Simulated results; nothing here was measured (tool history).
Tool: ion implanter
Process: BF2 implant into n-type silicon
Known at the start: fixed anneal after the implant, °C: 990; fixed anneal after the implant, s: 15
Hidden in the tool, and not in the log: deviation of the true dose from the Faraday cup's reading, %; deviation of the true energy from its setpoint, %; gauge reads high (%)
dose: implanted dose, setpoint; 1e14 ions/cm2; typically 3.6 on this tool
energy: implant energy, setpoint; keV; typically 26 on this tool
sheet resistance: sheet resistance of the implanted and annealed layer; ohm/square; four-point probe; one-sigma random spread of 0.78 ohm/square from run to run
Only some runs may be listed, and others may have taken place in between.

run,day,dose,energy,wafers since the last listed run,hours since the last dose calibration,hours since the extraction supply was calibrated,hours since the gauge calibration,"read-back reference wafer on the same gauge, sheet resistance",sheet resistance
1,0,3.86,23,0,1573.5,4749.6,341.2,322.09,314.65
# day 0.342: gauge calibrated
2,0.471,3.6,26,201,1584.8,4760.9,3.1,321.82,328.37
3,0.933,3.96,31,197,1595.9,4772,14.2,321.97,297.28
4,1.446,3.96,31,218,1608.2,4784.3,26.5,321.97,298.13
5,2.179,3.96,26,313,1625.8,4801.9,44.1,322.21,304.58
6,2.492,3.96,26,133,1633.3,4809.4,51.6,322.03,304.43
7,3.242,3.6,21,320,1651.3,4827.4,69.6,321.95,337.03
8,3.983,3.6,21,316,1669.1,4845.2,87.4,321.95,337.63
9,4.658,3.6,26,288,1685.3,4861.4,103.6,322.05,329.7
10,4.95,2.95,26,124,1692.3,4868.4,110.6,322.1,389.03
11,5.35,2.95,26,170,1701.9,4878,120.2,321.99,387.64
12,5.679,3.6,26,140,1709.8,4885.9,128.1,321.99,329.19
13,6.367,3.6,26,293,1726.3,4902.4,144.6,322.09,331.25
14,6.662,3.6,26,126,1733.4,4909.5,151.7,322.02,330.63
15,7.408,3.6,26,318,1751.3,4927.4,169.6,321.89,330.3
16,8.112,4,26,300,1768.2,4944.3,186.5,321.88,304.61
17,9.933,4,26,777,1811.9,4988,230.2,321.91,305.29
# day 10.475: Faraday cup replaced and dose calibrated
18,10.496,3.6,28.5,97,0.5,5001.5,243.7,322.04,311.04
19,10.871,3.6,26,160,9.5,5010.5,252.7,321.96,315.55
20,11.129,3.6,20.5,110,15.7,5016.7,258.9,321.95,323.61
21,11.546,2.95,28.5,178,25.7,5026.7,268.9,322.12,370.55
# day 11.942: extraction supply calibrated
22,11.962,2.96,26,35,35.7,0.5,278.9,322.08,370.36
23,12.183,3.6,26,94,41,5.8,284.2,321.96,315.14
# day 12.775: gauge calibrated
24,12.854,3.6,21.5,286,57.1,21.9,1.9,321.99,324.01
25,13.562,4.41,29.5,302,74.1,38.9,18.9,322.1,263.13
26,15.554,2.54,23,850,121.9,86.7,66.7,321.94,425.38
27,16.279,2.67,21.5,309,139.3,104.1,84.1,321.94,408.44
28,16.833,3.08,18,236,152.6,117.4,97.4,321.87,373.23
29,17.367,3.6,26,227,165.4,130.2,110.2,322.04,316.88

What does the tool deliver on the next run?
30,17.804,3.06,17,186,175.9,140.7,120.7,?,?

Logged for run 30: read-back reference wafer on the same gauge, sheet resistance 321.98, sheet resistance 378.51 ohm/square.
Without the tool's hidden state the same run would have given sheet resistance 378.67 ohm/square.
